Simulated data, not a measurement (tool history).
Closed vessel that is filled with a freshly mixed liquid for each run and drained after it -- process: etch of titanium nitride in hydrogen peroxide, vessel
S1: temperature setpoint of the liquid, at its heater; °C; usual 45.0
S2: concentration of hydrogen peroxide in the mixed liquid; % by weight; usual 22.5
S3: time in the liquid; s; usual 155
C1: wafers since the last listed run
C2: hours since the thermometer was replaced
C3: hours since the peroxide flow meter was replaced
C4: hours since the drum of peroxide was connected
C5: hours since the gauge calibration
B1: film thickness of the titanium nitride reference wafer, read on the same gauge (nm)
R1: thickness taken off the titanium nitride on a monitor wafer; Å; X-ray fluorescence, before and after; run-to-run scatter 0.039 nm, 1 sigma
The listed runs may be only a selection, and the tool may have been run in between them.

{"run": 1, "day": 0.0, "S1": 45.0, "S2": 22.5, "S3": 155, "C1": 0, "C2": 1840.0, "C3": 1224.6, "C4": 408.9, "C5": 91.3, "B1": 139.98, "R1": 59.2}
{"run": 2, "day": 0.817, "S1": 45.0, "S2": 22.5, "S3": 155, "C1": 2179, "C2": 1859.6, "C3": 1244.2, "C4": 428.5, "C5": 110.9, "B1": 140.02, "R1": 58.5}
{"run": 3, "day": 1.554, "S1": 49.0, "S2": 21.0, "S3": 155, "C1": 1968, "C2": 1877.3, "C3": 1261.9, "C4": 446.2, "C5": 128.6, "B1": 140.0, "R1": 78.4}
{"run": 4, "day": 2.267, "S1": 45.0, "S2": 22.5, "S3": 155, "C1": 1901, "C2": 1894.4, "C3": 1279.0, "C4": 463.3, "C5": 145.7, "B1": 140.02, "R1": 59.1}
{"run": 5, "day": 2.846, "S1": 45.0, "S2": 22.5, "S3": 155, "C1": 1545, "C2": 1908.3, "C3": 1292.9, "C4": 477.2, "C5": 159.6, "B1": 140.0, "R1": 58.6}
{"run": 6, "day": 3.212, "S1": 45.0, "S2": 22.5, "S3": 155, "C1": 978, "C2": 1917.1, "C3": 1301.7, "C4": 486.0, "C5": 168.4, "B1": 139.99, "R1": 58.3}
{"run": 7, "day": 3.904, "S1": 52.5, "S2": 22.5, "S3": 155, "C1": 1846, "C2": 1933.7, "C3": 1318.3, "C4": 502.6, "C5": 185.0, "B1": 140.04, "R1": 102.0}
{"day": 4.296, "done": "thermometer replaced"}
{"run": 8, "day": 4.317, "S1": 45.0, "S2": 17.5, "S3": 195, "C1": 989, "C2": 0.5, "C3": 1328.2, "C4": 512.5, "C5": 194.9, "B1": 140.0, "R1": 84.6}
{"day": 4.367, "done": "peroxide flow meter replaced"}
{"run": 9, "day": 4.779, "S1": 45.0, "S2": 22.5, "S3": 155, "C1": 1123, "C2": 11.6, "C3": 9.9, "C4": 523.6, "C5": 206.0, "B1": 140.02, "R1": 70.2}
{"run": 10, "day": 5.254, "S1": 45.0, "S2": 22.5, "S3": 155, "C1": 1267, "C2": 23.0, "C3": 21.3, "C4": 535.0, "C5": 217.4, "B1": 139.98, "R1": 70.1}

What will run 11 give?
{"run": 11, "day": 5.871, "S1": 48.0, "S2": 22.5, "S3": 155, "C1": 1645, "C2": 37.8, "C3": 36.1, "C4": 549.8, "C5": 232.2, "B1": "?", "R1": "?"}

Run 11 came out at B1 140.00, R1 88.9 Å.
With no hidden state in the tool, this same run would have given R1 90.8 Å.

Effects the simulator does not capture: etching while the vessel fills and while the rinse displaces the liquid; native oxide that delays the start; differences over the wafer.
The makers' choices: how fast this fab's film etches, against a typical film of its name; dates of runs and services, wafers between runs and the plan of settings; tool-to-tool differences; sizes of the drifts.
